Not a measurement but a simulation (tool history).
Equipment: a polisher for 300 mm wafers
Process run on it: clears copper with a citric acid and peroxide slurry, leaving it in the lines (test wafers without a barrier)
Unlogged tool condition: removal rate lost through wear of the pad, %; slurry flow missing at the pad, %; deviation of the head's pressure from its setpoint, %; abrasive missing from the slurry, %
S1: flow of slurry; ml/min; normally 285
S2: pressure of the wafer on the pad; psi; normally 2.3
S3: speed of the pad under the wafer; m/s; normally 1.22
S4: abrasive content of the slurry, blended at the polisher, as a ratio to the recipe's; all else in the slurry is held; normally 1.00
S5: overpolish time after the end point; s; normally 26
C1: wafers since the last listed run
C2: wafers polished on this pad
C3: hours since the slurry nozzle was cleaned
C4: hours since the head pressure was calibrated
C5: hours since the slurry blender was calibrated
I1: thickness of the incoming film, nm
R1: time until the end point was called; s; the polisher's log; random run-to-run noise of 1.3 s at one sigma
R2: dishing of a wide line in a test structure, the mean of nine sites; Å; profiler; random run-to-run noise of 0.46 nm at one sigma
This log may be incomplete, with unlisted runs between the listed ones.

run   hour   S1   S2    S3    S4  S5   C1   C2     C3     C4     C5     I1     R1   R2
  1    0.0  325  2.3  1.22  1.00  26    0  447   13.3   42.7   25.0  201.0   91.1  429
  2    7.5  325  2.3  1.22  1.00  26   53  501   20.8   50.2   32.5  205.6   93.5  438
  3   18.8  325  2.3  1.22  1.00  26   80  581   32.1   61.5   43.8  205.9   95.7  424
  4   27.8  285  2.3  1.22  1.00  26   64  645   41.1   70.5   52.8  206.6   94.8  417
  5   41.6  345  1.6  1.22  1.00  26   98  743   54.9   84.3   66.6  204.4  139.5  300
  6   59.3  350  2.6  1.54  1.00  26  126  869   72.6  102.0   84.3  202.1   73.0  530
  7   73.9  285  2.3  1.22  1.25  26  103  973   87.2  116.6   98.9  204.3   96.3  405
      88.8  -- worn pad replaced by a new one
  8   89.3  200  2.3  0.80  1.10  26   81    3  102.6  132.0  114.3  206.3  131.5  324
  9  103.3  285  2.6  0.86  0.80  26   99  103  116.6  146.0  128.3  203.7  107.5  375
 10  114.7  285  2.3  1.22  1.25  18   81  184  128.0  157.4  139.7  202.8   86.2  336
 11  122.7  285  2.9  0.98  1.00  32   56  241  136.0  165.4  147.7  205.9   85.9  550
 12  129.9  285  2.3  1.22  0.80  19   51  292  143.2  172.6  154.9  209.0   97.9  328
 13  141.5  210  2.3  1.22  1.00  26   82  375  154.8  184.2  166.5  206.0   91.8  426
 14  156.4  260  2.3  1.08  1.00  40  106  481  169.7  199.1  181.4  205.5  100.8  553
 15  169.2  285  3.0  1.00  1.20  26   91  572  182.5  211.9  194.2  207.3   80.6  481
 16  185.1  285  2.3  1.22  1.00  26  113  685  198.4  227.8  210.1  206.4   97.8  420
 17  197.8  285  2.1  0.82  1.00  26   90  776  211.1  240.5  222.8  205.6  146.1  296
 18  222.5  285  2.3  1.22  1.00  26  175  952  235.8  265.2  247.5  205.6   99.7  409
     226.8  -- worn pad replaced by a new one
 19  258.8  285  2.3  1.22  1.00  26  229  227  272.1  301.5  283.8  208.5   90.5  445
     267.9  -- slurry blender recalibrated
 20  296.3  285  2.3  0.82  1.00  26  252  480  309.6  339.0   28.4  202.0  121.5  329
 21  313.6  285  2.3  1.22  1.00  26  123  603  326.9  356.3   45.7  207.9   94.2  430
 22  325.2  285  1.5  1.22  1.25  26   82  686  338.5  367.9   57.3  205.4  135.2  300
 23  339.3  285  1.6  1.22  1.00  26  100  786  352.6  382.0   71.4  205.6  137.5  307
 24  355.1  285  1.7  1.22  1.00  32  112  899  368.4  397.8   87.2  207.9  136.1  373
 25  362.5  285  2.3  1.22  1.00  26   52  951  375.8  405.2   94.6  200.7   97.9  405
     375.8  -- worn pad replaced by a new one
 26  380.0  285  2.3  1.50  1.00  26   96   29  393.3  422.7  112.1  207.5   74.5  525
 27  392.6  320  1.6  0.82  1.10  26   89  119  405.9  435.3  124.7  206.0  163.9  256
 28  399.8  285  2.7  1.22  1.00  41   51  170  413.1  442.5  131.9  206.1   75.1  729

Consider 5 possible next runs. They are alternatives, not a sequence: every one starts from the tool as it was left by run 28. What does each give?
  A  400.3  285  2.3  1.22  1.00  26   3  174  413.6  443.0  132.4  204.6   ?   ?
  B  400.3  285  2.3  1.22  1.00  15   3  174  413.6  443.0  132.4  204.6   ?   ?
  C  400.3  285  2.3  1.22  1.00  12   3  174  413.6  443.0  132.4  204.6   ?   ?
  D  400.3  245  2.3  0.94  1.00  16   3  174  413.6  443.0  132.4  204.6   ?   ?
  E  400.3  285  2.3  1.22  0.80  26   3  174  413.6  443.0  132.4  204.6   ?   ?

run     R1   R2
  A   88.3  451
  B   88.3  280
  C   88.3  228
  D  110.2  243
  E   91.2  439
The same runs, with their run-to-run variation unchanged, on a tool lacking any hidden condition would have given:
run     R1   R2
  A   90.7  439
  B   90.7  272
  C   90.7  222
  D  113.3  236
  E   93.7  428
